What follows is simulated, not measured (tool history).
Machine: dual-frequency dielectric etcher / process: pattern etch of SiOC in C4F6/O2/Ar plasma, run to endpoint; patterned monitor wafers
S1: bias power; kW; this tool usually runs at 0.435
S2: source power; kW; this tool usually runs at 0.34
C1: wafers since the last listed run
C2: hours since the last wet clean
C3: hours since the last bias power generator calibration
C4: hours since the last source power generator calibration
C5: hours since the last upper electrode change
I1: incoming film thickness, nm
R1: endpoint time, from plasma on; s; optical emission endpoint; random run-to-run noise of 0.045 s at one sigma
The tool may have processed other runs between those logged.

Run 1, day 0: usual settings but S2 0.29 kW; C1 0; C2 175.9; C3 1940.7; C4 1733.8; C5 1915.4; I1 38.8. Result: R1 14.1 s.
Run 2, day 5.883: usual settings but S2 0.29 kW; C1 1607; C2 317.1; C3 2081.9; C4 1875; C5 2056.6; I1 38.76. Result: R1 14.3 s.
Run 3, day 7.55: usual settings but S2 0.29 kW; C1 455; C2 357.1; C3 2121.9; C4 1915; C5 2096.6; I1 38.74. Result: R1 14.2 s.
Run 4, day 9.946: usual settings; C1 654; C2 414.6; C3 2179.4; C4 1972.5; C5 2154.1; I1 39.43. Result: R1 13.7 s.
Run 5, day 12.233: usual settings; C1 624; C2 469.5; C3 2234.3; C4 2027.4; C5 2209; I1 38.81. Result: R1 13.6 s.
Run 6, day 14.688: usual settings; C1 670; C2 528.4; C3 2293.2; C4 2086.3; C5 2267.9; I1 39.11. Result: R1 13.8 s.
At day 17.067: wet clean of the chamber.
Run 7, day 17.088: usual settings but S2 0.4 kW; C1 382; C2 0.5; C3 2350.8; C4 2143.9; C5 2325.5; I1 39.16. Result: R1 12.3 s.
Run 8, day 17.283: usual settings; C1 53; C2 5.2; C3 2355.5; C4 2148.6; C5 2330.2; I1 38.78. Result: R1 13 s.
At day 18.683: upper electrode replaced.
Run 9, day 18.829: usual settings; C1 149; C2 42.3; C3 2392.6; C4 2185.7; C5 3.5; I1 39.02. Result: R1 13.2 s.
Run 10, day 21.117: usual settings; C1 624; C2 97.2; C3 2447.5; C4 2240.6; C5 58.4; I1 39.04. Result: R1 13.3 s.
Run 11, day 23.854: usual settings but S1 0.359 kW; C1 747; C2 162.9; C3 2513.2; C4 2306.3; C5 124.1; I1 39.23. Result: R1 14 s.
Run 12, day 26.796: usual settings but S1 0.359 kW; C1 803; C2 233.5; C3 2583.8; C4 2376.9; C5 194.7; I1 38.77. Result: R1 14 s.
Run 13, day 28.054: usual settings but S1 0.359 kW; C1 343; C2 263.7; C3 2614; C4 2407.1; C5 224.9; I1 38.76. Result: R1 14 s.
Run 14, day 29.804: usual settings but S1 0.391 kW; C1 478; C2 305.7; C3 2656; C4 2449.1; C5 266.9; I1 38.95. Result: R1 13.8 s.
At day 32.1: source power generator calibrated.
Run 15, day 32.65: usual settings but S2 0.27 kW; C1 731; C2 374; C3 2724.3; C4 13.2; C5 335.2; I1 38.93. Result: R1 14.7 s.
Run 16, day 35.479: usual settings; C1 772; C2 441.9; C3 2792.2; C4 81.1; C5 403.1; I1 38.94. Result: R1 13.6 s.
At day 36.092: bias power generator calibrated.
Run 17, day 37.317: usual settings; C1 456; C2 486; C3 29.4; C4 125.2; C5 447.2; I1 38.95. Result: R1 13.7 s.
Run 18, day 39.479: usual settings but S1 0.379 kW, S2 0.29 kW; C1 590; C2 537.9; C3 81.3; C4 177.1; C5 499.1; I1 38.69. Result: R1 15 s.
At day 40.633: wet clean of the chamber.
Run 19, day 42.408: usual settings but S1 0.481 kW, S2 0.41 kW; C1 526; C2 42.6; C3 151.6; C4 247.4; C5 569.4; I1 38.84. Result: R1 11.9 s.
Run 20, day 43.796: usual settings but S1 0.395 kW, S2 0.39 kW; C1 378; C2 75.9; C3 184.9; C4 280.7; C5 602.7; I1 38.8. Result: R1 12.8 s.
Run 21, day 45.283: usual settings but S1 0.383 kW, S2 0.36 kW; C1 406; C2 111.6; C3 220.6; C4 316.4; C5 638.4; I1 38.42. Result: R1 13.2 s.
Run 22, day 46.979: usual settings but S1 0.514 kW, S2 0.41 kW; C1 463; C2 152.3; C3 261.3; C4 357.1; C5 679.1; I1 39.11. Result: R1 11.9 s.
Run 23, day 48.454: usual settings; C1 402; C2 187.7; C3 296.7; C4 392.5; C5 714.5; I1 39.27. Result: R1 13.4 s.
Run 24, day 51.396: usual settings but S1 0.543 kW, S2 0.3 kW; C1 803; C2 258.3; C3 367.3; C4 463.1; C5 785.1; I1 38.86. Result: R1 13.2 s.
Run 25, day 52.529: usual settings; C1 309; C2 285.5; C3 394.5; C4 490.3; C5 812.3; I1 38.66. Result: R1 13.4 s.
Run 26, day 54.225: usual settings but S1 0.337 kW, S2 0.3 kW; C1 463; C2 326.2; C3 435.2; C4 531; C5 853; I1 38.85. Result: R1 15.1 s.
Run 27, day 56.817: usual settings but S1 0.51 kW, S2 0.38 kW; C1 707; C2 388.4; C3 497.4; C4 593.2; C5 915.2; I1 38.77. Result: R1 12.5 s.
Run 28, day 58.833: usual settings but S1 0.481 kW, S2 0.41 kW; C1 550; C2 436.8; C3 545.8; C4 641.6; C5 963.6; I1 38.82. Result: R1 12.4 s.

Per-run results on a tool with no hidden state, each run keeping its own random variation:
Unlogged tool condition in this case: etch rate over this chamber's usual, %; bias power that arrives over what is set, %; source power that arrives over what is set, %.
run    R1
  1  13.9
  2  13.9
  3  13.8
  4  13.2
  5  13.1
  6  13.2
  7  12.4
  8  13.1
  9  13.2
 10  13.2
 11  13.9
 12  13.7
 13  13.7
 14  13.4
 15  14.3
 16  13.1
 17  13.2
 18  14.3
 19  11.9
 20  12.7
 21  13.1
 22  11.7
 23  13.2
 24  12.9
 25  13.1
 26  14.7
 27  12.1
 28  11.9

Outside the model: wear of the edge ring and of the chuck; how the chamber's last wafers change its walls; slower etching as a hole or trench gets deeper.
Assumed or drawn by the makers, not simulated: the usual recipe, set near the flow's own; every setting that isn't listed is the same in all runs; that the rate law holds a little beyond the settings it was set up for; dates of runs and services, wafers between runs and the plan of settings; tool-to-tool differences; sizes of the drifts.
